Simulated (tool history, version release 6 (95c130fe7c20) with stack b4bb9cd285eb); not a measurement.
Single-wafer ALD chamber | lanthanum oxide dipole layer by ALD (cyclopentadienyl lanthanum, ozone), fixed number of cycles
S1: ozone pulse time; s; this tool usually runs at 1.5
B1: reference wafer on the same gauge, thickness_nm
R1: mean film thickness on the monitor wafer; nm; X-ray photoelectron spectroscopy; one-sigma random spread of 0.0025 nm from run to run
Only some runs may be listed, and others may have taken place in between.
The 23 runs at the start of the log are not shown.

Run 24, day 72.683: usual settings but S1 1.19 s; B1 0.486. Result: R1 0.54 nm.
Run 25, day 77.188: usual settings but S1 1.35 s; B1 0.486. Result: R1 0.544 nm.
At day 79.354: thermocouple changed; heater temperature recalibrated.
Run 26, day 79.375: usual settings but S1 1.86 s; B1 0.485. Result: R1 0.564 nm.
Run 27, day 82.908: usual settings but S1 1.65 s; B1 0.486. Result: R1 0.555 nm.
Run 28, day 86.55: usual settings but S1 1.18 s; B1 0.485. Result: R1 0.534 nm.
Run 29, day 88.638: usual settings; B1 0.485. Result: R1 0.547 nm.
Run 30, day 91.338: usual settings; B1 0.485. Result: R1 0.545 nm.
Run 31, day 93.304: usual settings but S1 2.08 s; B1 0.485. Result: R1 0.565 nm.
Run 32, day 95.596: usual settings but S1 0.93 s; B1 0.485. Result: R1 0.513 nm.
Run 33, day 98.592: usual settings but S1 2.05 s; B1 0.485. Result: R1 0.566 nm.

Predict each of these 5 candidate next runs independently; none follows another, all start after run 33:
Run A, day 98.608: usual settings; B1 ?. Result: R1 ?.
Run B, day 98.608: usual settings but S1 1.27 s; B1 ?. Result: R1 ?.
Run C, day 98.608: usual settings but S1 1.12 s; B1 ?. Result: R1 ?.
Run D, day 98.608: usual settings but S1 2.01 s; B1 ?. Result: R1 ?.
Run E, day 98.608: usual settings but S1 1 s; B1 ?. Result: R1 ?.

run     B1     R1
  A  0.485  0.543
  B  0.485  0.531
  C  0.485  0.521
  D  0.485   0.56
  E  0.485  0.513
With the hidden condition removed and each run's random variation left untouched, the same runs would have given:
run     R1
  A  0.554
  B  0.544
  C  0.536
  D  0.568
  E  0.529

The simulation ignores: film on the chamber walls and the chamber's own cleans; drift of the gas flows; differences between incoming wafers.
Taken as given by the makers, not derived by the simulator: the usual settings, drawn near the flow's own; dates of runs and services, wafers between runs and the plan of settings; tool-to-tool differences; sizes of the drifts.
